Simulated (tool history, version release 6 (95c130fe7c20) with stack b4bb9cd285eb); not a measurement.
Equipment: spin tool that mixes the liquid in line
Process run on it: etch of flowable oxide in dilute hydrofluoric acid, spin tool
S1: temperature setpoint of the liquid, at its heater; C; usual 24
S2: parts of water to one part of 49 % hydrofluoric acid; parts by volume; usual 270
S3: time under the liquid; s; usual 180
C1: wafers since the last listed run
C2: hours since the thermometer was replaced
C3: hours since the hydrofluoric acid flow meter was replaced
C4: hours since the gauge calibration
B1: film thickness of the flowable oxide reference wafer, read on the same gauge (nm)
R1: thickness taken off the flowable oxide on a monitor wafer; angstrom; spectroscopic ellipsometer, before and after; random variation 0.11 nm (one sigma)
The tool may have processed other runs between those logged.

run	day	S1	S2	S3	C1	C2	C3	C4	B1	R1
1	0	24	270	180	0	958.5	1816.9	125.3	60	267.7
2	0.583	24	270	180	79	972.5	1830.9	139.3	59.99	269.2
3	0.975	24	270	180	53	981.9	1840.3	148.7	60.01	265.4
4	1.425	24	270	180	61	992.7	1851.1	159.5	60.01	265.4
5	1.904	24	270	180	64	1004.2	1862.6	171	59.98	267.1
6	2.279	24	270	180	50	1013.2	1871.6	180	60.04	265.4
7	2.879	24	270	180	81	1027.6	1886	194.4	59.95	265.9
8	3.267	24	270	180	52	1036.9	1895.3	203.7	60.01	267.7
9	3.746	24	270	180	64	1048.4	1906.8	215.2	59.98	266.5
10	4.458	24	270	180	96	1065.5	1923.9	232.3	60.06	266.6
11	5.062	24	270	180	81	1080	1938.4	246.8	60.04	265.2
12	5.579	24	270	180	70	1092.4	1950.8	259.2	60.04	263.7
13	5.867	24	270	180	38	1099.3	1957.7	266.1	60.03	265.4
14	6.333	24	205	180	63	1110.5	1968.9	277.3	59.97	371.2
15	7.638	27.5	170	105	176	1141.8	2000.2	308.6	60.01	309.5
# day 7.938: gauge calibrated
16	8.342	24	340	180	95	1158.7	2017.1	9.7	60.05	197
17	8.612	20	270	180	36	1165.2	2023.6	16.2	60	228.3
18	9.046	27	355	105	58	1175.6	2034	26.6	60	120.3
19	9.5	21.5	230	130	61	1186.5	2044.9	37.5	60.01	211.1
# day 10.012: thermometer replaced
20	10.033	24	270	180	66	0.5	2057.7	50.3	60.02	251.9
21	10.479	22	230	125	60	11.2	2068.4	61	59.99	199.5
22	11.004	20	175	125	71	23.8	2081	73.6	59.98	252.6
# day 11.521: hydrofluoric acid flow meter replaced
# day 12.375: thermometer replaced, repeated, since the last time left the tool worse
23	13.242	21.5	185	130	292	20.8	41.3	127.3	59.98	296.4
24	13.654	24	270	180	55	30.7	51.2	137.2	60	281.6
25	14.196	24	270	180	73	43.7	64.2	150.2	60	280.1
26	14.708	19	270	240	69	56	76.5	162.5	59.97	313.5

3 options for the next run, each taken on its own from the tool as it stands now. Forecast them:
A	14.729	24	235	180	2	56.5	77	163	?	?
B	14.729	26.5	320	230	2	56.5	77	163	?	?
C	14.729	22	150	250	2	56.5	77	163	?	?

run	B1	R1
A	59.94	335
B	59.94	314.6
C	59.94	739.6
Had the tool no hidden state, the same runs would have come out as:
run	R1
A	337.8
B	317
C	746.3
